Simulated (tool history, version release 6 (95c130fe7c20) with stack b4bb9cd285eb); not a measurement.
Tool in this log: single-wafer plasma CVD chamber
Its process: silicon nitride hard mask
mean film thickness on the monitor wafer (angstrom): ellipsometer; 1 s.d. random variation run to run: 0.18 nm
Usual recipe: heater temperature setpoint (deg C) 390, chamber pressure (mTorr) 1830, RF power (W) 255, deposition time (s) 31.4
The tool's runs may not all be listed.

| run | hour | heater temperature setpoint (deg C) | chamber pressure (mTorr) | RF power (W) | deposition time (s) | wafers since the last listed run | hours since the last thermocouple change | hours since the last RF generator calibration | hours since the last manometer calibration | hours since the showerhead was replaced | hours since the gauge calibration | read-back reference wafer on the same gauge, thickness_nm | mean film thickness on the monitor wafer (angstrom) |
|---|---|---|---|---|---|---|---|---|---|---|---|---|---|
| 1 | 0 | 390 | 1830 | 255 | 29.6 | 0 | 1750 | 2289.5 | 26.3 | 47.3 | 2143.1 | 29.854 | 287.27 |
| 2 | 94.1 | 390 | 1830 | 255 | 29.6 | 2201 | 1844.1 | 2383.6 | 120.4 | 141.4 | 2237.2 | 29.901 | 283.79 |
| 3 | 138.3 | 390 | 1830 | 255 | 29.6 | 1033 | 1888.3 | 2427.8 | 164.6 | 185.6 | 2281.4 | 29.91 | 285.61 |
| 4 | 188.3 | 385 | 1830 | 255 | 31.4 | 1169 | 1938.3 | 2477.8 | 214.6 | 235.6 | 2331.4 | 29.895 | 300.14 |
|  | 206.2 | thermocouple changed; heater temperature recalibrated |
| 5 | 279.7 | 385 | 1830 | 255 | 31.4 | 1950 | 73.5 | 2569.2 | 306 | 327 | 2422.8 | 29.892 | 304.49 |
|  | 315.2 | RF generator calibrated |
| 6 | 346.1 | 390 | 1730 | 255 | 31.4 | 1365 | 139.9 | 30.9 | 372.4 | 393.4 | 2489.2 | 29.901 | 311.67 |
| 7 | 410.1 | 390 | 1830 | 245 | 31.4 | 1496 | 203.9 | 94.9 | 436.4 | 457.4 | 2553.2 | 29.883 | 308.27 |
| 8 | 491.4 | 390 | 1830 | 245 | 31.4 | 1901 | 285.2 | 176.2 | 517.7 | 538.7 | 2634.5 | 29.891 | 307.1 |
| 9 | 539.8 | 400 | 1830 | 255 | 33.3 | 1132 | 333.6 | 224.6 | 566.1 | 587.1 | 2682.9 | 29.948 | 330.68 |
| 10 | 632.5 | 390 | 1830 | 255 | 31.4 | 2168 | 426.3 | 317.3 | 658.8 | 679.8 | 2775.6 | 29.976 | 316.86 |
| 11 | 694.2 | 376 | 1830 | 255 | 29 | 1443 | 488 | 379 | 720.5 | 741.5 | 2837.3 | 29.886 | 291.5 |
|  | 772.3 | gauge calibrated |
| 12 | 794 | 390 | 1690 | 255 | 31.4 | 2334 | 587.8 | 478.8 | 820.3 | 841.3 | 21.7 | 29.875 | 306.49 |
| 13 | 847.6 | 390 | 1830 | 255 | 36.2 | 1253 | 641.4 | 532.4 | 873.9 | 894.9 | 75.3 | 30.004 | 363.43 |
| 14 | 911.1 | 385 | 1830 | 255 | 31.4 | 1485 | 704.9 | 595.9 | 937.4 | 958.4 | 138.8 | 29.96 | 313.29 |
| 15 | 974.9 | 400 | 1640 | 255 | 31.4 | 1492 | 768.7 | 659.7 | 1001.2 | 1022.2 | 202.6 | 29.925 | 303.62 |
| 16 | 1012 | 376 | 1830 | 215 | 26.4 | 867 | 805.8 | 696.8 | 1038.3 | 1059.3 | 239.7 | 29.873 | 235.42 |
|  | 1033.7 | capacitance manometer re-zeroed and calibrated |
| 17 | 1099.8 | 399 | 2010 | 255 | 36 | 1866 | 893.6 | 784.6 | 66.1 | 1147.1 | 327.5 | 29.929 | 365.01 |
| 18 | 1168 | 390 | 1830 | 255 | 31.4 | 1595 | 961.8 | 852.8 | 134.3 | 1215.3 | 395.7 | 29.98 | 316.19 |
| 19 | 1210.7 | 390 | 1620 | 270 | 31.4 | 998 | 1004.5 | 895.5 | 177 | 1258 | 438.4 | 29.953 | 313.65 |
| 20 | 1256.3 | 381 | 1580 | 230 | 26 | 1066 | 1050.1 | 941.1 | 222.6 | 1303.6 | 484 | 29.889 | 232.76 |
| 21 | 1344.4 | 390 | 1480 | 255 | 34.3 | 2060 | 1138.2 | 1029.2 | 310.7 | 1391.7 | 572.1 | 29.9 | 324.65 |
| 22 | 1427.9 | 396 | 1530 | 255 | 31.4 | 1953 | 1221.7 | 1112.7 | 394.2 | 1475.2 | 655.6 | 29.817 | 298.08 |
| 23 | 1514.3 | 390 | 1620 | 255 | 31.4 | 2020 | 1308.1 | 1199.1 | 480.6 | 1561.6 | 742 | 29.893 | 302.99 |
| 24 | 1591 | 390 | 1830 | 210 | 25.3 | 1794 | 1384.8 | 1275.8 | 557.3 | 1638.3 | 818.7 | 29.986 | 220.12 |
| 25 | 1790 | 390 | 1830 | 255 | 31.4 | 4654 | 1583.8 | 1474.8 | 756.3 | 1837.3 | 1017.7 | 29.947 | 307.06 |
|  | 1870.4 | capacitance manometer re-zeroed and calibrated |
| 26 | 1870.9 | 401 | 2150 | 290 | 31.4 | 1705 | 1664.7 | 1555.7 | 0.5 | 1918.2 | 1098.6 | 29.865 | 347.67 |
| 27 | 1939 | 390 | 1830 | 205 | 37 | 1592 | 1732.8 | 1623.8 | 68.6 | 1986.3 | 1166.7 | 29.924 | 312.66 |

Forecast each of these 5 alternatives for the next run:
| A | 1939.4 | 390 | 1830 | 255 | 34.5 | 9 | 1733.2 | 1624.2 | 69 | 1986.7 | 1167.1 | ? | ? |
| B | 1939.4 | 390 | 1830 | 255 | 33.8 | 9 | 1733.2 | 1624.2 | 69 | 1986.7 | 1167.1 | ? | ? |
| C | 1939.4 | 398 | 1550 | 255 | 31.4 | 9 | 1733.2 | 1624.2 | 69 | 1986.7 | 1167.1 | ? | ? |
| D | 1939.4 | 390 | 1830 | 255 | 33.5 | 9 | 1733.2 | 1624.2 | 69 | 1986.7 | 1167.1 | ? | ? |
| E | 1939.4 | 390 | 1430 | 255 | 31.4 | 9 | 1733.2 | 1624.2 | 69 | 1986.7 | 1167.1 | ? | ? |

| run | read-back reference wafer on the same gauge, thickness_nm | mean film thickness on the monitor wafer (angstrom) |
|---|---|---|
| A | 29.865 | 341.55 |
| B | 29.865 | 334.64 |
| C | 29.865 | 298.62 |
| D | 29.865 | 331.67 |
| E | 29.865 | 294.5 |
What these runs would have given with no unlogged condition in the tool:
| run | mean film thickness on the monitor wafer (angstrom) |
|---|---|
| A | 351.93 |
| B | 344.8 |
| C | 307.69 |
| D | 341.75 |
| E | 303.44 |
